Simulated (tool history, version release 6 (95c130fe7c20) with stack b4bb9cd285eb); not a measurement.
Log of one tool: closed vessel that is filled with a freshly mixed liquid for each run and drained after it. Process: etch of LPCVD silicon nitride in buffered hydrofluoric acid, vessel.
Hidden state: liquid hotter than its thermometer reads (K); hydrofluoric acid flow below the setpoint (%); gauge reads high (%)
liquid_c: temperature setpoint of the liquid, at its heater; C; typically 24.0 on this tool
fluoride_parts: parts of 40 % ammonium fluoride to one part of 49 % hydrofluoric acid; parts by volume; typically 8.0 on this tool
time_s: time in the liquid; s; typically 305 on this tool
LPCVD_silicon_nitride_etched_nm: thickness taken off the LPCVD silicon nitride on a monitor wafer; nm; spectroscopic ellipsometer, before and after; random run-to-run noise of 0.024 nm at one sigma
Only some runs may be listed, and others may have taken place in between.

| run | day | liquid_c | fluoride_parts | time_s | wafers since the last listed run | hours since the thermometer was replaced | hours since the hydrofluoric acid flow meter was replaced | hours since the gauge calibration | read-back film thickness of the LPCVD silicon nitride reference wafer, read on the same gauge (nm) | LPCVD_silicon_nitride_etched_nm |
|---|---|---|---|---|---|---|---|---|---|---|
| 1 | 0.000 | 24.0 | 8.0 | 305 | 0 | 2555.0 | 318.5 | 1.5 | 139.98 | 7.06 |
| 2 | 0.654 | 24.0 | 8.0 | 305 | 1815 | 2570.7 | 334.2 | 17.2 | 140.02 | 7.03 |
| 3 | 0.983 | 24.0 | 8.0 | 305 | 913 | 2578.6 | 342.1 | 25.1 | 139.99 | 6.98 |
| 4 | 1.650 | 24.0 | 8.0 | 305 | 1850 | 2594.6 | 358.1 | 41.1 | 139.99 | 7.00 |
| 5 | 2.158 | 24.0 | 8.0 | 305 | 1410 | 2606.8 | 370.3 | 53.3 | 139.99 | 7.02 |
| 6 | 2.617 | 24.0 | 8.0 | 305 | 1272 | 2617.8 | 381.3 | 64.3 | 140.00 | 7.02 |
| 7 | 3.108 | 21.0 | 8.0 | 305 | 1364 | 2629.6 | 393.1 | 76.1 | 139.98 | 5.98 |
| 8 | 3.725 | 24.0 | 8.0 | 305 | 1711 | 2644.4 | 407.9 | 90.9 | 140.01 | 7.04 |
|  | 3.783 | hydrofluoric acid flow meter replaced |
| 9 | 4.088 | 24.0 | 8.0 | 305 | 890 | 2653.1 | 7.3 | 99.6 | 140.02 | 7.08 |
| 10 | 4.446 | 24.0 | 6.5 | 305 | 994 | 2661.7 | 15.9 | 108.2 | 139.99 | 8.69 |
| 11 | 4.804 | 24.0 | 8.0 | 305 | 994 | 2670.3 | 24.5 | 116.8 | 140.01 | 7.03 |
| 12 | 5.517 | 24.0 | 8.0 | 305 | 1977 | 2687.4 | 41.6 | 133.9 | 139.99 | 7.03 |
| 13 | 5.842 | 28.5 | 10.0 | 185 | 901 | 2695.2 | 49.4 | 141.7 | 140.00 | 4.48 |
| 14 | 6.217 | 24.0 | 8.0 | 305 | 1040 | 2704.2 | 58.4 | 150.7 | 140.01 | 7.10 |
|  | 6.383 | thermometer replaced |
| 15 | 6.612 | 28.5 | 6.0 | 305 | 982 | 5.5 | 67.9 | 160.2 | 140.00 | 10.33 |
| 16 | 6.988 | 24.0 | 8.0 | 305 | 1040 | 14.5 | 76.9 | 169.2 | 140.00 | 6.17 |
| 17 | 7.529 | 24.0 | 10.5 | 220 | 1503 | 27.5 | 89.9 | 182.2 | 139.98 | 3.49 |
| 18 | 8.262 | 24.0 | 11.0 | 305 | 2035 | 45.1 | 107.5 | 199.8 | 139.99 | 4.63 |
| 19 | 8.692 | 24.0 | 8.0 | 305 | 1191 | 55.4 | 117.8 | 210.1 | 140.00 | 6.16 |
| 20 | 9.283 | 21.0 | 9.5 | 400 | 1642 | 69.6 | 132.0 | 224.3 | 140.01 | 5.83 |
| 21 | 9.862 | 24.0 | 9.5 | 305 | 1607 | 83.5 | 145.9 | 238.2 | 140.00 | 5.29 |
| 22 | 10.196 | 24.0 | 10.0 | 305 | 925 | 91.5 | 153.9 | 246.2 | 140.01 | 5.08 |
| 23 | 10.608 | 20.5 | 5.5 | 470 | 1144 | 101.4 | 163.8 | 256.1 | 139.99 | 11.14 |
| 24 | 11.258 | 21.5 | 6.5 | 135 | 1803 | 117.0 | 179.4 | 271.7 | 139.99 | 2.96 |
| 25 | 11.608 | 21.5 | 6.5 | 440 | 971 | 125.4 | 187.8 | 280.1 | 139.99 | 9.63 |
| 26 | 12.062 | 28.5 | 8.0 | 475 | 1260 | 136.3 | 198.7 | 291.0 | 140.03 | 12.28 |
| 27 | 12.521 | 27.0 | 5.5 | 460 | 1272 | 147.3 | 209.7 | 302.0 | 139.99 | 15.57 |
| 28 | 13.058 | 19.5 | 9.0 | 480 | 1491 | 160.2 | 222.6 | 314.9 | 140.00 | 6.65 |
| 29 | 13.800 | 21.0 | 8.0 | 215 | 2058 | 178.0 | 240.4 | 332.7 | 139.97 | 3.71 |
| 30 | 14.221 | 24.0 | 8.0 | 230 | 1167 | 188.1 | 250.5 | 342.8 | 139.99 | 4.67 |
| 31 | 14.829 | 24.0 | 8.0 | 305 | 1688 | 202.7 | 265.1 | 357.4 | 139.99 | 6.20 |

Subtracting, for every run, the result it would have given without the tool's unlogged condition from the measured result gives the following. The same run-to-run variation enters both numbers; the gauge's scatter may not:
| run | LPCVD_silicon_nitride_etched_nm |
|---|---|
| 1 | +0.87 |
| 2 | +0.87 |
| 3 | +0.87 |
| 4 | +0.88 |
| 5 | +0.89 |
| 6 | +0.88 |
| 7 | +0.77 |
| 8 | +0.90 |
| 9 | +0.91 |
| 10 | +1.11 |
| 11 | +0.90 |
| 12 | +0.91 |
| 13 | +0.56 |
| 14 | +0.92 |
| 15 | +0.02 |
| 16 | +0.02 |
| 17 | +0.01 |
| 18 | +0.02 |
| 19 | +0.03 |
| 20 | +0.03 |
| 21 | +0.03 |
| 22 | +0.03 |
| 23 | +0.08 |
| 24 | +0.02 |
| 25 | +0.08 |
| 26 | +0.09 |
| 27 | +0.13 |
| 28 | +0.06 |
| 29 | +0.04 |
| 30 | +0.05 |
| 31 | +0.07 |
